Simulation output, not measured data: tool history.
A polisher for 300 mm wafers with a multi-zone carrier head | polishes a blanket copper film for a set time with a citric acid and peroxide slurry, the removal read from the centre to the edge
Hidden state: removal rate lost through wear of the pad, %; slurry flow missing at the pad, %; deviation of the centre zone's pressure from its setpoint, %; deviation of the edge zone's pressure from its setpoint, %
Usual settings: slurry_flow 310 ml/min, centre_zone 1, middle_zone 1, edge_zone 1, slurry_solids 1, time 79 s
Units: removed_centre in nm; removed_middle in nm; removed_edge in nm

run   hour  slurry_flow  centre_zone  middle_zone  edge_zone  slurry_solids  time  wafers since the last listed run  wafers polished on this pad  hours since the slurry nozzle was cleaned  hours since the centre zone pressure was calibrated  hours since the edge zone pressure was calibrated  hours since the carrier head's membrane was replaced  incoming thickness of the incoming film, nm  removed_centre  removed_middle  removed_edge
  1      0          310            1            1       1.11              1    53                                 0                         3858                                      298.6                                                994.2                                              580.4                                                1884.8                                        797.3             137           144.3         154.1
  2   43.5          310         1.12            1       0.95           0.75    59                               545                         4403                                      342.1                                               1037.7                                              623.9                                                1928.3                                          798           156.6           149.6         148.5
      99.1  -- edge zone pressure recalibrated
      99.4  -- carrier head's membrane replaced by a new one
     128.3  -- centre zone pressure recalibrated
  3    129          310            1            1          1              1    79                              1018                         5422                                      427.6                                                  0.7                                               29.9                                                  29.6                                        791.1           225.2           219.1         213.3
  4  191.4          310         0.89            1          1              1    79                               783                         6205                                        490                                                 63.1                                               92.3                                                    92                                        782.9           199.8           216.9         212.5
  5  238.2          225         1.11         1.05          1              1    79                               587                         6792                                      536.8                                                109.9                                              139.1                                                 138.8                                        778.7           237.1           216.3           212
     287.6  -- slurry nozzle cleaned
  6  344.6          310            1            1       0.96              1    79                              1322                         8115                                         57                                                216.3                                              245.5                                                 245.2                                        786.4             217           215.2         212.9
     402.7  -- worn pad replaced by a new one
  7  403.2          245         1.07         0.92          1           0.85    79                               685                            6                                      115.6                                                274.9                                              304.1                                                 303.8                                        786.7           231.4           207.5         222.3
  8    455          310            1         0.88          1              1   106                               650                          656                                      167.4                                                326.7                                              355.9                                                 355.6                                        792.9           307.8           290.2         307.1
  9  540.4          310            1            1          1              1    79                              1071                         1728                                      252.8                                                412.1                                              441.3                                                   441                                        791.8           219.2           221.1         222.5
 10  582.2          310            1            1       0.89              1    79                               524                         2253                                      294.6                                                453.9                                              483.1                                                 482.8                                        795.7           218.8             222           212
 11  644.3          310            1         0.94          1           0.75    62                               779                         3032                                      356.7                                                  516                                              545.2                                                 544.9                                        800.3             157             152         159.3
 12  703.2          270            1            1          1            0.8    79                               739                         3771                                      415.6                                                574.9                                              604.1                                                 603.8                                        778.1           200.7           205.7         204.3
 13  753.7          310            1         0.92       0.89            1.3    79                               633                         4405                                      466.1                                                625.4                                              654.6                                                 654.3                                        788.6           226.9           226.6         221.9
     778.6  -- edge zone pressure recalibrated
 14  792.5          380            1            1          1              1    79                               461                         4867                                      504.9                                                664.2                                               13.9                                                 693.1                                        794.2           215.3           219.1         219.6
 15  843.1          310            1         0.95          1            0.7    79                               634                         5502                                      555.5                                                714.8                                               64.5                                                 743.7                                        778.8           190.2           191.4         195.3
     914.7  -- slurry nozzle cleaned
 16  949.4          310            1            1          1              1    79                              1321                         6823                                       34.7                                                821.1                                              170.8                                                   850                                        799.9           208.7           217.7         213.4

Forecast run 17:
 17  994.2          310         0.89            1          1            1.1   101                               562                         7385                                       79.5                                                865.9                                              215.6                                                 894.8                                        798.3               ?               ?             ?

Run 17 gave removed_centre 238.1 nm, removed_middle 285.8 nm, removed_edge 281.8 nm.
Without the tool's hidden state the same run would have given removed_centre 276.7 nm, removed_middle 308.5 nm, removed_edge 304.2 nm.
